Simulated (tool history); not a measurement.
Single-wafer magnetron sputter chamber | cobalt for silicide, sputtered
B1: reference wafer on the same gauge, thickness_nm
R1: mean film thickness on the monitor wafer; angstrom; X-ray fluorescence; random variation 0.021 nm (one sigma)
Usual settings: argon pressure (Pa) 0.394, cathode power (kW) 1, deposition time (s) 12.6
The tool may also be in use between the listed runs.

run 1 hour=0 | argon_pressure_(Pa)=0.325 cathode_power_(kW)=1 deposition_time_(s)=12.6 | B1=7.433 | R1=73.69
run 2 hour=77.1 | argon_pressure_(Pa)=0.272 cathode_power_(kW)=1 deposition_time_(s)=12.6 | B1=7.441 | R1=75.21
run 3 hour=143.9 | argon_pressure_(Pa)=0.272 cathode_power_(kW)=1 deposition_time_(s)=12.6 | B1=7.44 | R1=75.24
-- hour=203.8 sputter target and shields replaced
run 4 hour=209.3 | argon_pressure_(Pa)=0.272 cathode_power_(kW)=1 deposition_time_(s)=12.6 | B1=7.44 | R1=75.09
run 5 hour=264.8 | argon_pressure_(Pa)=0.394 cathode_power_(kW)=1 deposition_time_(s)=12.6 | B1=7.441 | R1=71.31
run 6 hour=357.7 | argon_pressure_(Pa)=0.299 cathode_power_(kW)=1 deposition_time_(s)=12.6 | B1=7.443 | R1=74.75
-- hour=393.7 magnet pack replaced
run 7 hour=448 | argon_pressure_(Pa)=0.299 cathode_power_(kW)=1 deposition_time_(s)=12.6 | B1=7.441 | R1=74.27

The next listed run, before its measurement:
-- hour=471.9 sputter target and shields replaced
-- hour=518.4 capacitance manometer re-zeroed and calibrated
run 8 hour=518.9 | argon_pressure_(Pa)=0.538 cathode_power_(kW)=0.8 deposition_time_(s)=11.9 | B1=? | R1=?

{"run 8": {"B1": 7.438, "R1": 50.52}}
Without the tool's hidden state the same run would have given R1 50.52 angstrom.
